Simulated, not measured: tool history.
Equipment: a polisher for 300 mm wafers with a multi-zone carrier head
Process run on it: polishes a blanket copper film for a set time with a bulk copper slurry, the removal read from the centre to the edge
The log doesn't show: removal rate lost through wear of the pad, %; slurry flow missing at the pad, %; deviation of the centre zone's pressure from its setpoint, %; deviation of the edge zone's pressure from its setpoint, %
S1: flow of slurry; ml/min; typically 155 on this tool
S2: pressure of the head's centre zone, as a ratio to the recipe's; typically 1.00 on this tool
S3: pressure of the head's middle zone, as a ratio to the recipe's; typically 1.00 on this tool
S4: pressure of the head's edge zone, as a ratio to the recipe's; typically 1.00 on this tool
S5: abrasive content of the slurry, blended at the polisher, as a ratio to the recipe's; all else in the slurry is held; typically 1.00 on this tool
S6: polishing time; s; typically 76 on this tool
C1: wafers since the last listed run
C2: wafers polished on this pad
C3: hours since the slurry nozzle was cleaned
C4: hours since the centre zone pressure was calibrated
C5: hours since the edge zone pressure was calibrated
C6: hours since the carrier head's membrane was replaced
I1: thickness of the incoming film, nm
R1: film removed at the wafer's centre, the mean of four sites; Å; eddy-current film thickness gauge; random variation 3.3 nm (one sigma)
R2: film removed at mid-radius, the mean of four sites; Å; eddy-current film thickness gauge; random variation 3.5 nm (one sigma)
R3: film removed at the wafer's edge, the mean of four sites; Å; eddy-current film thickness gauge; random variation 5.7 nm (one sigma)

{"run": 1, "day": 0.0, "S1": 155, "S2": 1.0, "S3": 1.0, "S4": 1.0, "S5": 1.0, "S6": 57, "C1": 0, "C2": 380, "C3": 154.8, "C4": 363.7, "C5": 149.3, "C6": 541.9, "I1": 2597.4, "R1": 4066, "R2": 4040, "R3": 4100}
{"run": 2, "day": 2.421, "S1": 155, "S2": 1.0, "S3": 1.0, "S4": 1.0, "S5": 1.0, "S6": 57, "C1": 341, "C2": 722, "C3": 212.9, "C4": 421.8, "C5": 207.4, "C6": 600.0, "I1": 2560.1, "R1": 4027, "R2": 4058, "R3": 4045}
{"run": 3, "day": 4.854, "S1": 155, "S2": 1.0, "S3": 1.0, "S4": 1.0, "S5": 1.0, "S6": 76, "C1": 343, "C2": 1066, "C3": 271.3, "C4": 480.2, "C5": 265.8, "C6": 658.4, "I1": 2594.6, "R1": 5424, "R2": 5361, "R3": 5532}
{"day": 6.367, "done": "worn pad replaced by a new one"}
{"run": 4, "day": 9.138, "S1": 155, "S2": 1.0, "S3": 1.0, "S4": 1.0, "S5": 1.0, "S6": 76, "C1": 581, "C2": 391, "C3": 374.1, "C4": 583.0, "C5": 368.6, "C6": 761.2, "I1": 2628.3, "R1": 5365, "R2": 5419, "R3": 5327}
{"day": 11.583, "done": "centre zone pressure recalibrated"}
{"run": 5, "day": 12.554, "S1": 155, "S2": 1.0, "S3": 1.0, "S4": 1.0, "S5": 1.0, "S6": 76, "C1": 470, "C2": 862, "C3": 456.1, "C4": 23.3, "C5": 450.6, "C6": 843.2, "I1": 2573.6, "R1": 5418, "R2": 5359, "R3": 5462}
{"run": 6, "day": 15.575, "S1": 155, "S2": 1.0, "S3": 0.96, "S4": 1.08, "S5": 1.0, "S6": 76, "C1": 426, "C2": 1288, "C3": 528.6, "C4": 95.8, "C5": 523.1, "C6": 915.7, "I1": 2585.3, "R1": 5406, "R2": 5193, "R3": 5594}
{"day": 16.842, "done": "worn pad replaced by a new one"}
{"run": 7, "day": 17.838, "S1": 155, "S2": 1.0, "S3": 0.96, "S4": 1.08, "S5": 1.0, "S6": 76, "C1": 296, "C2": 140, "C3": 582.9, "C4": 150.1, "C5": 577.4, "C6": 970.0, "I1": 2609.5, "R1": 5377, "R2": 5228, "R3": 5548}
{"run": 8, "day": 21.417, "S1": 155, "S2": 1.0, "S3": 1.0, "S4": 1.0, "S5": 1.0, "S6": 76, "C1": 505, "C2": 646, "C3": 668.8, "C4": 236.0, "C5": 663.3, "C6": 1055.9, "I1": 2588.3, "R1": 5425, "R2": 5397, "R3": 5395}
{"day": 24.938, "done": "edge zone pressure recalibrated"}
{"day": 25.742, "done": "slurry nozzle cleaned"}
{"run": 9, "day": 25.796, "S1": 170, "S2": 1.05, "S3": 1.08, "S4": 0.93, "S5": 1.0, "S6": 76, "C1": 600, "C2": 1247, "C3": 1.3, "C4": 341.1, "C5": 20.6, "C6": 1161.0, "I1": 2590.1, "R1": 5792, "R2": 5850, "R3": 5348}
{"day": 27.546, "done": "worn pad replaced by a new one"}
{"run": 10, "day": 28.346, "S1": 155, "S2": 1.0, "S3": 1.0, "S4": 1.0, "S5": 1.0, "S6": 76, "C1": 336, "C2": 112, "C3": 62.5, "C4": 402.3, "C5": 81.8, "C6": 1222.2, "I1": 2651.2, "R1": 5402, "R2": 5407, "R3": 5450}
{"day": 32.871, "done": "carrier head's membrane replaced by a new one"}
{"run": 11, "day": 32.892, "S1": 185, "S2": 1.0, "S3": 1.0, "S4": 1.0, "S5": 0.9, "S6": 76, "C1": 612, "C2": 725, "C3": 171.6, "C4": 511.4, "C5": 190.9, "C6": 0.5, "I1": 2572.6, "R1": 5509, "R2": 5517, "R3": 5488}
{"run": 12, "day": 36.338, "S1": 155, "S2": 1.1, "S3": 0.95, "S4": 1.0, "S5": 1.0, "S6": 89, "C1": 486, "C2": 1212, "C3": 254.3, "C4": 594.1, "C5": 273.6, "C6": 83.2, "I1": 2585.3, "R1": 6981, "R2": 6050, "R3": 6287}
{"day": 37.212, "done": "worn pad replaced by a new one"}
{"day": 37.833, "done": "centre zone pressure recalibrated"}
{"run": 13, "day": 38.938, "S1": 155, "S2": 0.9, "S3": 1.08, "S4": 1.0, "S5": 1.0, "S6": 76, "C1": 331, "C2": 231, "C3": 316.7, "C4": 26.5, "C5": 336.0, "C6": 145.6, "I1": 2578.0, "R1": 4855, "R2": 5742, "R3": 5398}
{"run": 14, "day": 41.8, "S1": 155, "S2": 1.06, "S3": 0.95, "S4": 1.0, "S5": 1.0, "S6": 90, "C1": 404, "C2": 636, "C3": 385.4, "C4": 95.2, "C5": 404.7, "C6": 214.3, "I1": 2563.5, "R1": 6782, "R2": 6154, "R3": 6486}
{"run": 15, "day": 44.317, "S1": 155, "S2": 0.9, "S3": 1.0, "S4": 1.0, "S5": 0.75, "S6": 68, "C1": 355, "C2": 991, "C3": 445.8, "C4": 155.6, "C5": 465.1, "C6": 274.7, "I1": 2611.1, "R1": 4237, "R2": 4736, "R3": 4722}
{"day": 47.538, "done": "worn pad replaced by a new one"}
{"run": 16, "day": 47.675, "S1": 155, "S2": 1.0, "S3": 1.0, "S4": 1.0, "S5": 1.0, "S6": 76, "C1": 450, "C2": 19, "C3": 526.4, "C4": 236.2, "C5": 545.7, "C6": 355.3, "I1": 2599.7, "R1": 5434, "R2": 5369, "R3": 5374}

Describe how what the log doesn't record of the tool's condition differs between the last listed run preceding each entry between runs and the first listed run following it.
Runs 3 to 4: worn pad replaced by a new one (day 6.367)
  nothing in the hidden state changes from one run to the other
Runs 4 to 5: centre zone pressure recalibrated (day 11.583)
  nothing in the hidden state changes from one run to the other
Runs 6 to 7: worn pad replaced by a new one (day 16.842)
  nothing in the hidden state changes from one run to the other
Runs 8 to 9: edge zone pressure recalibrated (day 24.938); slurry nozzle cleaned (day 25.742)
  nothing in the hidden state changes from one run to the other
Runs 9 to 10: worn pad replaced by a new one (day 27.546)
  nothing in the hidden state changes from one run to the other
Runs 10 to 11: carrier head's membrane replaced by a new one (day 32.871)
  nothing in the hidden state changes from one run to the other
Runs 12 to 13: worn pad replaced by a new one (day 37.212); centre zone pressure recalibrated (day 37.833)
  nothing in the hidden state changes from one run to the other
Runs 15 to 16: worn pad replaced by a new one (day 47.538)
  nothing in the hidden state changes from one run to the other

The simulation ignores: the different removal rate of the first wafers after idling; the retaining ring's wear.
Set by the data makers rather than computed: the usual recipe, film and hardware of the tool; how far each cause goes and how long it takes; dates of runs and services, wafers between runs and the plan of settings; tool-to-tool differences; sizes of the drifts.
